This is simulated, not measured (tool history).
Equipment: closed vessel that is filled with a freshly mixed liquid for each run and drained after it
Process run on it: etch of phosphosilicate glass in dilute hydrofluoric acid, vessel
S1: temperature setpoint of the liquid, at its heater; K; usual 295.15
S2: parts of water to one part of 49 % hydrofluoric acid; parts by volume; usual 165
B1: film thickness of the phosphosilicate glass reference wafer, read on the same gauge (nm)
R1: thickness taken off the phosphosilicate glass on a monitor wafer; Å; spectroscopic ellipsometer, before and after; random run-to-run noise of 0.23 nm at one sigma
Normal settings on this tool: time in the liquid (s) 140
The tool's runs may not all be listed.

{"run": 1, "day": 0.0, "S1": 295.15, "S2": 165, "time in the liquid (s)": 140, "B1": 139.98, "R1": 568.4}
{"run": 2, "day": 0.492, "S1": 297.15, "S2": 165, "time in the liquid (s)": 140, "B1": 140.01, "R1": 623.4}
{"run": 3, "day": 1.088, "S1": 297.15, "S2": 165, "time in the liquid (s)": 140, "B1": 139.98, "R1": 616.2}
{"run": 4, "day": 1.583, "S1": 297.15, "S2": 200, "time in the liquid (s)": 140, "B1": 140.01, "R1": 491.5}
{"run": 5, "day": 2.183, "S1": 295.15, "S2": 165, "time in the liquid (s)": 140, "B1": 140.02, "R1": 571.8}
{"run": 6, "day": 2.792, "S1": 295.15, "S2": 165, "time in the liquid (s)": 140, "B1": 140.02, "R1": 574.2}
{"run": 7, "day": 4.404, "S1": 295.15, "S2": 165, "time in the liquid (s)": 140, "B1": 140.02, "R1": 569.3}
{"run": 8, "day": 4.779, "S1": 295.15, "S2": 165, "time in the liquid (s)": 140, "B1": 140.0, "R1": 574.8}
{"day": 4.983, "done": "gauge calibrated"}
{"run": 9, "day": 5.221, "S1": 295.15, "S2": 165, "time in the liquid (s)": 140, "B1": 140.01, "R1": 568.4}
{"run": 10, "day": 5.871, "S1": 295.15, "S2": 165, "time in the liquid (s)": 140, "B1": 140.02, "R1": 575.6}
{"run": 11, "day": 6.371, "S1": 295.15, "S2": 165, "time in the liquid (s)": 140, "B1": 139.98, "R1": 575.9}
{"day": 6.633, "done": "hydrofluoric acid flow meter replaced"}
{"run": 12, "day": 6.821, "S1": 295.15, "S2": 140, "time in the liquid (s)": 140, "B1": 140.04, "R1": 741.3}
{"run": 13, "day": 7.308, "S1": 295.15, "S2": 140, "time in the liquid (s)": 140, "B1": 140.02, "R1": 731.8}
{"day": 7.408, "done": "thermometer replaced"}
{"run": 14, "day": 7.658, "S1": 295.15, "S2": 140, "time in the liquid (s)": 140, "B1": 139.99, "R1": 734.0}
{"run": 15, "day": 8.154, "S1": 295.15, "S2": 165, "time in the liquid (s)": 140, "B1": 139.99, "R1": 606.3}
{"day": 8.496, "done": "hydrofluoric acid flow meter replaced, repeated, since the last time left the tool worse"}
{"run": 16, "day": 8.517, "S1": 295.15, "S2": 165, "time in the liquid (s)": 140, "B1": 139.98, "R1": 516.1}
{"run": 17, "day": 8.996, "S1": 295.15, "S2": 85, "time in the liquid (s)": 90, "B1": 140.0, "R1": 707.0}
{"run": 18, "day": 9.833, "S1": 292.15, "S2": 190, "time in the liquid (s)": 215, "B1": 139.99, "R1": 600.8}
{"run": 19, "day": 10.25, "S1": 298.65, "S2": 140, "time in the liquid (s)": 165, "B1": 139.96, "R1": 844.5}
{"run": 20, "day": 10.754, "S1": 297.65, "S2": 165, "time in the liquid (s)": 195, "B1": 139.99, "R1": 792.8}
{"run": 21, "day": 11.058, "S1": 297.15, "S2": 165, "time in the liquid (s)": 140, "B1": 140.02, "R1": 561.3}
{"run": 22, "day": 11.771, "S1": 297.15, "S2": 165, "time in the liquid (s)": 140, "B1": 139.99, "R1": 558.9}
{"run": 23, "day": 12.238, "S1": 295.15, "S2": 245, "time in the liquid (s)": 140, "B1": 140.02, "R1": 321.2}
{"run": 24, "day": 12.954, "S1": 292.15, "S2": 200, "time in the liquid (s)": 165, "B1": 140.03, "R1": 432.6}
{"run": 25, "day": 13.333, "S1": 295.15, "S2": 165, "time in the liquid (s)": 140, "B1": 139.99, "R1": 520.0}
{"run": 26, "day": 13.958, "S1": 295.15, "S2": 165, "time in the liquid (s)": 140, "B1": 140.0, "R1": 517.3}
{"run": 27, "day": 14.621, "S1": 291.15, "S2": 135, "time in the liquid (s)": 140, "B1": 139.99, "R1": 559.2}
{"run": 28, "day": 14.979, "S1": 295.15, "S2": 165, "time in the liquid (s)": 180, "B1": 139.99, "R1": 670.1}
{"run": 29, "day": 15.517, "S1": 298.65, "S2": 200, "time in the liquid (s)": 140, "B1": 140.04, "R1": 470.2}

Consider 5 possible next runs. They are alternatives, not a sequence: every one starts from the tool as it was left by run 29. What does each give?
{"run": "A", "day": 15.546, "S1": 292.65, "S2": 165, "time in the liquid (s)": 140, "B1": "?", "R1": "?"}
{"run": "B", "day": 15.546, "S1": 292.65, "S2": 95, "time in the liquid (s)": 70, "B1": "?", "R1": "?"}
{"run": "C", "day": 15.546, "S1": 295.15, "S2": 165, "time in the liquid (s)": 110, "B1": "?", "R1": "?"}
{"run": "D", "day": 15.546, "S1": 295.15, "S2": 110, "time in the liquid (s)": 195, "B1": "?", "R1": "?"}
{"run": "E", "day": 15.546, "S1": 299.65, "S2": 225, "time in the liquid (s)": 85, "B1": "?", "R1": "?"}

run=A B1=140.02 R1=470.2
run=B B1=140.02 R1=439.4
run=C B1=140.02 R1=407.4
run=D B1=140.02 R1=1151.0
run=E B1=140.02 R1=255.7
Without the tool's unlogged condition, the same runs would have read:
run=A R1=464.2
run=B R1=434.1
run=C R1=402.2
run=D R1=1136.8
run=E R1=252.2
